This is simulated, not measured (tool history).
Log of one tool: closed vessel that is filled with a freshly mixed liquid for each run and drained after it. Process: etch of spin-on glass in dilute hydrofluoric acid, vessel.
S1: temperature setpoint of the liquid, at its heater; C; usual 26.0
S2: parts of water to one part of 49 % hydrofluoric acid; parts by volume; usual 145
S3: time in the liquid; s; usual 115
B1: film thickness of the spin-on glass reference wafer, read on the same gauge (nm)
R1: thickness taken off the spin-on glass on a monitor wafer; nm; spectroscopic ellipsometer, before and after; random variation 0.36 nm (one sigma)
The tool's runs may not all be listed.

{"run": 1, "hour": 0.0, "S1": 26.0, "S2": 145, "S3": 115, "B1": 100.02, "R1": 39.27}
{"run": 2, "hour": 13.0, "S1": 26.0, "S2": 145, "S3": 115, "B1": 100.03, "R1": 39.67}
{"hour": 16.8, "done": "gauge calibrated"}
{"run": 3, "hour": 30.4, "S1": 26.0, "S2": 145, "S3": 115, "B1": 100.01, "R1": 39.36}
{"run": 4, "hour": 44.6, "S1": 26.0, "S2": 160, "S3": 115, "B1": 99.99, "R1": 35.19}
{"run": 5, "hour": 62.3, "S1": 26.0, "S2": 160, "S3": 115, "B1": 99.98, "R1": 35.26}
{"run": 6, "hour": 76.5, "S1": 26.0, "S2": 160, "S3": 115, "B1": 100.0, "R1": 34.75}
{"run": 7, "hour": 93.3, "S1": 26.0, "S2": 145, "S3": 115, "B1": 99.98, "R1": 39.61}
{"run": 8, "hour": 103.1, "S1": 27.0, "S2": 145, "S3": 115, "B1": 100.03, "R1": 41.19}
{"run": 9, "hour": 112.0, "S1": 27.0, "S2": 145, "S3": 115, "B1": 99.97, "R1": 41.04}
{"run": 10, "hour": 125.2, "S1": 27.0, "S2": 145, "S3": 115, "B1": 100.01, "R1": 41.19}
{"run": 11, "hour": 135.9, "S1": 26.0, "S2": 200, "S3": 115, "B1": 99.99, "R1": 27.39}
{"hour": 145.5, "done": "thermometer replaced"}
{"run": 12, "hour": 151.4, "S1": 26.0, "S2": 145, "S3": 115, "B1": 100.01, "R1": 39.56}
{"run": 13, "hour": 167.3, "S1": 26.0, "S2": 205, "S3": 115, "B1": 99.99, "R1": 26.07}
{"run": 14, "hour": 176.1, "S1": 27.0, "S2": 145, "S3": 115, "B1": 99.97, "R1": 40.32}
{"run": 15, "hour": 189.8, "S1": 26.0, "S2": 195, "S3": 75, "B1": 99.99, "R1": 18.31}
{"run": 16, "hour": 200.5, "S1": 22.0, "S2": 190, "S3": 50, "B1": 100.01, "R1": 10.51}
{"hour": 210.8, "done": "hydrofluoric acid flow meter replaced"}
{"run": 17, "hour": 212.2, "S1": 26.0, "S2": 175, "S3": 160, "B1": 100.01, "R1": 44.5}
{"run": 18, "hour": 238.3, "S1": 26.0, "S2": 145, "S3": 115, "B1": 99.98, "R1": 39.08}
{"hour": 238.9, "done": "gauge calibrated"}
{"run": 19, "hour": 245.0, "S1": 28.0, "S2": 190, "S3": 115, "B1": 100.02, "R1": 30.81}
{"run": 20, "hour": 251.8, "S1": 22.0, "S2": 145, "S3": 115, "B1": 99.98, "R1": 33.7}
{"run": 21, "hour": 262.0, "S1": 30.0, "S2": 145, "S3": 95, "B1": 100.01, "R1": 37.81}
{"run": 22, "hour": 273.2, "S1": 26.0, "S2": 145, "S3": 115, "B1": 100.01, "R1": 39.29}
{"run": 23, "hour": 283.8, "S1": 26.0, "S2": 145, "S3": 115, "B1": 99.97, "R1": 39.28}
{"run": 24, "hour": 294.1, "S1": 22.5, "S2": 145, "S3": 115, "B1": 99.99, "R1": 34.64}
{"run": 25, "hour": 301.8, "S1": 26.0, "S2": 145, "S3": 115, "B1": 99.99, "R1": 40.3}

What the log doesn't show, run by run:
liquid hotter than its thermometer reads (K): 0 in every run
hydrofluoric acid flow below the setpoint (%): 0 in every run
gauge reads high (%): 0 in every run
